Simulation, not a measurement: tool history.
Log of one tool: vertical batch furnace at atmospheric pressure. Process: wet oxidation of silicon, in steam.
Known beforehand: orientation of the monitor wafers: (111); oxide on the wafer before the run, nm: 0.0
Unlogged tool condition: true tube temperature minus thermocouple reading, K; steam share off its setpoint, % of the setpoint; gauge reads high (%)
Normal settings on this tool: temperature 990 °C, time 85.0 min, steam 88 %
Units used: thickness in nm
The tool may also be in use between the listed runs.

run,hour,temperature,time,steam,wafers since the last listed run,hours since the last temperature calibration,hours since the steam generator was serviced,hours since the gauge calibration,"read-back reference wafer on the same gauge, thickness",thickness
1,0.0,990,85.0,88,0,2747.2,2327.6,1027.9,481.91,500.34
2,55.4,990,85.0,88,588,2802.6,2383.0,1083.3,482.36,504.29
3,84.8,990,85.0,88,312,2832.0,2412.4,1112.7,481.80,497.03
4,137.9,990,85.0,88,563,2885.1,2465.5,1165.8,482.01,502.29
5,192.3,990,85.0,88,577,2939.5,2519.9,1220.2,482.38,498.40
6,225.0,990,52.5,82,347,2972.2,2552.6,1252.9,481.35,350.86
7,276.3,990,52.5,82,544,3023.5,2603.9,1304.2,482.55,351.36
8,317.4,990,52.5,82,436,3064.6,2645.0,1345.3,481.64,348.41
9,373.7,990,85.0,88,597,3120.9,2701.3,1401.6,481.89,497.81
10,406.9,990,85.0,88,352,3154.1,2734.5,1434.8,482.10,496.60
# hour 486.7: steam generator serviced
11,487.2,990,85.0,88,597,3234.4,0.5,1515.1,481.46,519.33
12,535.0,990,85.0,96,507,3282.2,48.3,1562.9,482.24,548.09
13,587.9,990,85.0,96,561,3335.1,101.2,1615.8,481.84,548.41
# hour 612.8: gauge calibrated
14,631.0,990,85.0,88,457,3378.2,144.3,18.2,482.11,523.69
15,661.3,990,85.0,88,321,3408.5,174.6,48.5,481.58,517.54

What does the tool deliver on the next run?
16,731.1,1009,100.5,97,741,3478.3,244.4,118.3,?,?

Logged for run 16: read-back reference wafer on the same gauge, thickness 482.25, thickness 672.96 nm.
With no hidden state in the tool, this same run would have given thickness 676.73 nm.
